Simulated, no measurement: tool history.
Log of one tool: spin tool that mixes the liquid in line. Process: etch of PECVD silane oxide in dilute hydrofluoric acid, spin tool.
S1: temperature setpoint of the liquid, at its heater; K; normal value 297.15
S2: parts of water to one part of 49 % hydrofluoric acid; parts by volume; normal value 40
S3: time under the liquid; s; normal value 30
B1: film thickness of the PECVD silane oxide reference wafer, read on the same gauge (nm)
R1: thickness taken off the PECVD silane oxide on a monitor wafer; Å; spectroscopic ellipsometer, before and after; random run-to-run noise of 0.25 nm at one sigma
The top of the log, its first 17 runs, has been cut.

run,hour,S1,S2,S3,B1,R1
# hour 1636.7: gauge calibrated
18,1717.1,295.65,50,20,50.01,150.6
# hour 1813.8: hydrofluoric acid flow meter replaced
19,1821.5,298.15,40,30,50.02,327.9
20,1886.7,293.65,40,30,49.99,269.7
21,2086.9,293.15,35,40,49.97,410.6
22,2182.2,294.65,25,30,50.00,476.1
23,2280.9,300.65,35,30,50.00,426.9
24,2364.5,297.15,40,30,50.04,322.6
25,2412.7,294.15,40,30,49.97,284.6
26,2502.9,297.15,40,30,49.99,332.7
27,2542.1,297.15,40,50,50.01,549.9
28,2592.5,297.15,40,30,50.01,330.5
29,2651.7,294.15,40,35,50.01,346.2
# hour 2680.8: thermometer replaced
30,2742.0,297.15,35,35,50.02,410.7
31,2839.4,292.65,35,40,49.98,395.4
32,2877.7,298.15,40,30,49.98,323.0
33,2957.2,297.15,40,30,49.99,308.6
34,3004.7,301.65,50,30,49.99,294.9

Predict each of these 3 candidate next runs independently; none follows another, all start after run 34:
A,3005.1,297.15,40,30,?,?
B,3005.1,299.15,30,45,?,?
C,3005.1,297.15,55,50,?,?

run,B1,R1
A,50.03,310.4
B,50.03,683.5
C,50.03,368.6
Stripped of hidden state, with their random variation kept, the same runs would have yielded:
run,R1
A,301.0
B,663.0
C,357.6
